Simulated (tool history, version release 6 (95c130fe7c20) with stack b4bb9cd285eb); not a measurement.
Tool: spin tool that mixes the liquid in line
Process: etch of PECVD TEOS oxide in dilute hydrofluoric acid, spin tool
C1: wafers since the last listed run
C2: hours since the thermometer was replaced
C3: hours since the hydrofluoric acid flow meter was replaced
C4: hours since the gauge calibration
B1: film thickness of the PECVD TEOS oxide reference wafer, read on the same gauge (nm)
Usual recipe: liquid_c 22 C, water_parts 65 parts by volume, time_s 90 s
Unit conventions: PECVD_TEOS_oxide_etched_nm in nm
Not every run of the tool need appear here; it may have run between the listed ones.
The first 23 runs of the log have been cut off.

{"run": 24, "day": 27.462, "liquid_c": 22, "water_parts": 65, "time_s": 90, "C1": 294, "C2": 300.8, "C3": 184.6, "C4": 503.4, "B1": 90.02, "PECVD_TEOS_oxide_etched_nm": 38.58}
{"run": 25, "day": 28.417, "liquid_c": 22, "water_parts": 65, "time_s": 90, "C1": 234, "C2": 323.7, "C3": 207.5, "C4": 526.3, "B1": 90, "PECVD_TEOS_oxide_etched_nm": 39.46}
{"run": 26, "day": 29.392, "liquid_c": 22, "water_parts": 75, "time_s": 90, "C1": 239, "C2": 347.1, "C3": 230.9, "C4": 549.7, "B1": 89.94, "PECVD_TEOS_oxide_etched_nm": 33.12}
{"run": 27, "day": 30.088, "liquid_c": 17.5, "water_parts": 55, "time_s": 40, "C1": 170, "C2": 363.8, "C3": 247.6, "C4": 566.4, "B1": 90.03, "PECVD_TEOS_oxide_etched_nm": 17.13}
{"run": 28, "day": 30.917, "liquid_c": 24.5, "water_parts": 65, "time_s": 60, "C1": 203, "C2": 383.7, "C3": 267.5, "C4": 586.3, "B1": 89.98, "PECVD_TEOS_oxide_etched_nm": 29.27}
{"run": 29, "day": 31.812, "liquid_c": 22, "water_parts": 50, "time_s": 60, "C1": 219, "C2": 405.2, "C3": 289, "C4": 607.8, "B1": 89.97, "PECVD_TEOS_oxide_etched_nm": 35.26}
{"run": 30, "day": 32.442, "liquid_c": 17.5, "water_parts": 40, "time_s": 145, "C1": 154, "C2": 420.3, "C3": 304.1, "C4": 622.9, "B1": 89.99, "PECVD_TEOS_oxide_etched_nm": 87.29}
{"run": 31, "day": 33.45, "liquid_c": 26.5, "water_parts": 50, "time_s": 130, "C1": 247, "C2": 444.5, "C3": 328.3, "C4": 647.1, "B1": 89.96, "PECVD_TEOS_oxide_etched_nm": 90.1}
{"day": 34.688, "done": "gauge calibrated"}
{"run": 32, "day": 34.917, "liquid_c": 22, "water_parts": 65, "time_s": 110, "C1": 359, "C2": 479.7, "C3": 363.5, "C4": 5.5, "B1": 90.03, "PECVD_TEOS_oxide_etched_nm": 48.52}
{"run": 33, "day": 35.896, "liquid_c": 22, "water_parts": 65, "time_s": 45, "C1": 240, "C2": 503.2, "C3": 387, "C4": 29, "B1": 90.02, "PECVD_TEOS_oxide_etched_nm": 19.84}

What if the next run were any one of these 4? Each begins from the tool's condition after run 33:
{"run": "A", "day": 35.912, "liquid_c": 22, "water_parts": 65, "time_s": 75, "C1": 4, "C2": 503.6, "C3": 387.4, "C4": 29.4, "B1": "?", "PECVD_TEOS_oxide_etched_nm": "?"}
{"run": "B", "day": 35.912, "liquid_c": 25.5, "water_parts": 45, "time_s": 90, "C1": 4, "C2": 503.6, "C3": 387.4, "C4": 29.4, "B1": "?", "PECVD_TEOS_oxide_etched_nm": "?"}
{"run": "C", "day": 35.912, "liquid_c": 19, "water_parts": 95, "time_s": 40, "C1": 4, "C2": 503.6, "C3": 387.4, "C4": 29.4, "B1": "?", "PECVD_TEOS_oxide_etched_nm": "?"}
{"run": "D", "day": 35.912, "liquid_c": 20, "water_parts": 45, "time_s": 70, "C1": 4, "C2": 503.6, "C3": 387.4, "C4": 29.4, "B1": "?", "PECVD_TEOS_oxide_etched_nm": "?"}

run=A B1=90 PECVD_TEOS_oxide_etched_nm=32.89
run=B B1=90 PECVD_TEOS_oxide_etched_nm=67.53
run=C B1=90 PECVD_TEOS_oxide_etched_nm=10.25
run=D B1=90 PECVD_TEOS_oxide_etched_nm=41.68
With the hidden condition removed and each run's random variation left untouched, the same runs would have given:
run=A PECVD_TEOS_oxide_etched_nm=31.9
run=B PECVD_TEOS_oxide_etched_nm=65.54
run=C PECVD_TEOS_oxide_etched_nm=9.93
run=D PECVD_TEOS_oxide_etched_nm=40.52

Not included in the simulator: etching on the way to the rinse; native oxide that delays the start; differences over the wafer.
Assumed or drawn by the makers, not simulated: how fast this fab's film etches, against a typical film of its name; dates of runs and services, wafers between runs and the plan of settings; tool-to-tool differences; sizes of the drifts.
